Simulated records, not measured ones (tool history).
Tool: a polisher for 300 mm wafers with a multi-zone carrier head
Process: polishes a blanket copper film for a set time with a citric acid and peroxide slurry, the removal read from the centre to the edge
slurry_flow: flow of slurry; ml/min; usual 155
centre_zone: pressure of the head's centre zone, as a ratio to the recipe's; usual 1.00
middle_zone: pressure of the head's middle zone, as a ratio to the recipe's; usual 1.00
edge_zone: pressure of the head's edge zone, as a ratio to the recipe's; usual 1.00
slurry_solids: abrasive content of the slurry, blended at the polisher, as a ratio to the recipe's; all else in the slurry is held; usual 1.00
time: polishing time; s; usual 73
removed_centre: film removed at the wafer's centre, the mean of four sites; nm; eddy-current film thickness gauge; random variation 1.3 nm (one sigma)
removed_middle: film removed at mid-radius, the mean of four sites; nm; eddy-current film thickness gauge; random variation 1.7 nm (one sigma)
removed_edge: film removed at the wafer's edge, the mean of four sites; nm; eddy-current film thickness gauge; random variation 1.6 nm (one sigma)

run	hour	slurry_flow	centre_zone	middle_zone	edge_zone	slurry_solids	time	wafers since the last listed run	wafers polished on this pad	hours since the slurry nozzle was cleaned	hours since the centre zone pressure was calibrated	hours since the edge zone pressure was calibrated	hours since the carrier head's membrane was replaced	incoming thickness of the incoming film, nm	removed_centre	removed_middle	removed_edge
1	0.0	130	1.00	0.91	1.04	1.00	73	0	1986	135.0	352.8	115.9	221.7	1008.9	157.9	147.1	163.1
2	40.3	155	0.97	1.09	1.00	1.00	63	267	2253	175.3	393.1	156.2	262.0	998.5	139.0	154.1	140.1
3	69.9	155	1.00	1.00	1.00	1.00	73	196	2449	204.9	422.7	185.8	291.6	984.8	167.0	163.1	162.6
4	106.8	170	1.00	1.00	1.00	1.15	73	244	2694	241.8	459.6	222.7	328.5	985.3	170.0	167.8	168.1
# hour 152.0: worn pad replaced by a new one
5	178.4	155	1.07	1.08	1.06	1.00	73	448	174	313.4	531.2	294.3	400.1	1002.6	178.1	178.4	167.4
6	241.7	155	1.00	1.00	1.00	1.00	73	419	594	376.7	594.5	357.6	463.4	979.8	164.9	167.9	161.9
7	270.9	155	1.00	1.00	1.00	1.00	73	193	787	405.9	623.7	386.8	492.6	999.2	166.4	163.5	163.7
# hour 293.9: carrier head's membrane replaced by a new one
8	329.3	155	1.00	1.00	1.00	1.00	73	353	1141	464.3	682.1	445.2	35.4	1007.1	167.4	164.3	163.0
9	392.9	155	1.00	1.00	1.00	1.00	73	421	1563	527.9	745.7	508.8	99.0	983.8	167.0	169.0	162.0
10	434.2	185	1.00	1.00	1.03	1.25	55	273	1836	569.2	787.0	550.1	140.3	988.2	132.5	133.7	132.8
11	471.8	155	1.00	1.07	1.00	1.00	73	249	2086	606.8	824.6	587.7	177.9	990.3	166.6	174.0	164.6
# hour 486.5: edge zone pressure recalibrated
12	531.6	155	1.00	1.00	1.00	1.00	73	383	2469	666.6	884.4	45.1	237.7	983.4	165.6	166.2	162.3
# hour 547.7: worn pad replaced by a new one
# hour 580.9: slurry nozzle cleaned
13	600.0	155	1.00	1.00	1.00	1.00	91	420	339	19.1	952.8	113.5	306.1	1010.7	204.0	209.6	204.0
14	642.1	155	1.00	1.00	1.00	1.00	73	279	618	61.2	994.9	155.6	348.2	985.6	165.7	166.4	162.6
# hour 707.9: centre zone pressure recalibrated
15	708.4	155	1.06	0.90	1.00	1.00	73	426	1045	127.5	0.5	221.9	414.5	990.4	176.4	152.5	162.9
# hour 745.4: carrier head's membrane replaced by a new one
16	761.8	175	1.11	0.94	1.00	0.85	73	320	1365	180.9	53.9	275.3	16.4	974.3	184.1	160.7	161.7
17	866.0	180	0.96	0.96	1.00	1.25	73	690	2056	285.1	158.1	379.5	120.6	985.5	171.4	172.0	171.6
18	926.2	155	0.89	1.00	1.00	1.00	73	398	2455	345.3	218.3	439.7	180.8	979.6	147.7	165.6	160.9
# hour 950.4: worn pad replaced by a new one
19	983.9	120	1.00	1.00	1.00	1.30	73	355	222	403.0	276.0	497.4	238.5	993.8	161.2	161.6	161.0
# hour 1026.1: edge zone pressure recalibrated
20	1052.8	155	1.00	1.00	1.00	1.00	73	443	665	471.9	344.9	26.7	307.4	981.2	166.6	166.9	162.8

Hidden state at the last listed run before each entry between runs and at the first one after, where it differs:
Between runs 4 and 5: worn pad replaced by a new one (hour 152.0)
  no hidden state differs between the two runs
Between runs 7 and 8: carrier head's membrane replaced by a new one (hour 293.9)
  no hidden state differs between the two runs
Between runs 11 and 12: edge zone pressure recalibrated (hour 486.5)
  no hidden state differs between the two runs
Between runs 12 and 13: worn pad replaced by a new one (hour 547.7); slurry nozzle cleaned (hour 580.9)
  no hidden state differs between the two runs
Between runs 14 and 15: centre zone pressure recalibrated (hour 707.9)
  no hidden state differs between the two runs
Between runs 15 and 16: carrier head's membrane replaced by a new one (hour 745.4)
  no hidden state differs between the two runs
Between runs 18 and 19: worn pad replaced by a new one (hour 950.4)
  no hidden state differs between the two runs
Between runs 19 and 20: edge zone pressure recalibrated (hour 1026.1)
  no hidden state differs between the two runs

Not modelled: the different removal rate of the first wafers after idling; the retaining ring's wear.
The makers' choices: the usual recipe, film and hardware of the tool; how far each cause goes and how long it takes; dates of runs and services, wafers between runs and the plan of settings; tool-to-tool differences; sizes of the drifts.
